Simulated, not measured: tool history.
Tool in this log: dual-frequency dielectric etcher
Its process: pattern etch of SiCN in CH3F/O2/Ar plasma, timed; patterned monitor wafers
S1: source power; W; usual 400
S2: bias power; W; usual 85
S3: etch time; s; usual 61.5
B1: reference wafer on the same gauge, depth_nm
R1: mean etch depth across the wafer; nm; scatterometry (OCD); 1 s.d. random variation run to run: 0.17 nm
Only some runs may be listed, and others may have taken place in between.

run 1 day=0.000 | S1=360 S2=85 S3=61.5 | B1=26.98 | R1=25.23
run 2 day=1.775 | S1=400 S2=77 S3=61.5 | B1=26.97 | R1=25.02
run 3 day=5.812 | S1=400 S2=85 S3=54.5 | B1=26.98 | R1=22.46
run 4 day=8.896 | S1=400 S2=85 S3=54.5 | B1=26.99 | R1=22.47
-- day=10.325 source power generator calibrated
run 5 day=10.912 | S1=400 S2=85 S3=54.5 | B1=27.06 | R1=22.37
run 6 day=13.392 | S1=400 S2=94 S3=61.5 | B1=27.00 | R1=25.99
run 7 day=14.912 | S1=400 S2=94 S3=61.5 | B1=26.96 | R1=25.78
-- day=16.617 wet clean of the chamber
run 8 day=17.371 | S1=400 S2=85 S3=61.5 | B1=27.02 | R1=26.46
run 9 day=21.288 | S1=400 S2=85 S3=61.5 | B1=27.04 | R1=26.00
run 10 day=23.117 | S1=400 S2=85 S3=61.5 | B1=27.04 | R1=25.80
run 11 day=25.046 | S1=400 S2=85 S3=61.5 | B1=27.03 | R1=25.79
run 12 day=26.654 | S1=400 S2=85 S3=61.5 | B1=26.98 | R1=25.73
run 13 day=30.400 | S1=440 S2=71 S3=47.5 | B1=27.06 | R1=18.97
-- day=32.742 upper electrode replaced
run 14 day=32.962 | S1=400 S2=85 S3=61.5 | B1=27.02 | R1=25.42
run 15 day=34.725 | S1=400 S2=69 S3=61.5 | B1=27.01 | R1=23.36
-- day=36.292 bias power generator calibrated
-- day=37.033 wet clean of the chamber
run 16 day=39.208 | S1=370 S2=95 S3=61.5 | B1=27.04 | R1=26.73
-- day=40.896 gauge calibrated
run 17 day=42.475 | S1=430 S2=98 S3=67.5 | B1=26.97 | R1=30.86
run 18 day=45.883 | S1=490 S2=97 S3=61.5 | B1=26.98 | R1=28.91
run 19 day=49.158 | S1=400 S2=93 S3=61.5 | B1=26.99 | R1=26.42
run 20 day=51.738 | S1=400 S2=85 S3=61.5 | B1=27.04 | R1=25.72
run 21 day=55.746 | S1=400 S2=93 S3=61.5 | B1=27.01 | R1=26.43
-- day=58.371 wet clean of the chamber
run 22 day=58.554 | S1=490 S2=68 S3=61.5 | B1=27.00 | R1=26.30
run 23 day=61.158 | S1=310 S2=100 S3=71.0 | B1=26.99 | R1=28.88
run 24 day=63.171 | S1=400 S2=85 S3=61.5 | B1=26.92 | R1=25.87
run 25 day=65.188 | S1=480 S2=85 S3=68.5 | B1=27.03 | R1=30.54
run 26 day=68.200 | S1=360 S2=85 S3=61.5 | B1=27.02 | R1=24.75
run 27 day=72.433 | S1=370 S2=104 S3=68.0 | B1=27.01 | R1=29.45
run 28 day=74.396 | S1=370 S2=85 S3=53.5 | B1=27.02 | R1=21.28
run 29 day=76.596 | S1=310 S2=68 S3=68.0 | B1=27.05 | R1=23.62
-- day=79.912 wet clean of the chamber
run 30 day=79.933 | S1=440 S2=85 S3=56.0 | B1=27.04 | R1=24.57

Below are 3 alternative next runs, each starting from the tool's condition after run 30. Predict each:
run A day=79.950 | S1=400 S2=85 S3=68.0 | B1=? | R1=?
run B day=79.950 | S1=400 S2=85 S3=46.5 | B1=? | R1=?
run C day=79.950 | S1=470 S2=93 S3=52.5 | B1=? | R1=?

run=A B1=26.95 R1=28.73
run=B B1=26.95 R1=19.65
run=C B1=26.95 R1=24.09
Without the tool's hidden state the same runs would have given:
run=A R1=28.82
run=B R1=19.71
run=C R1=24.16
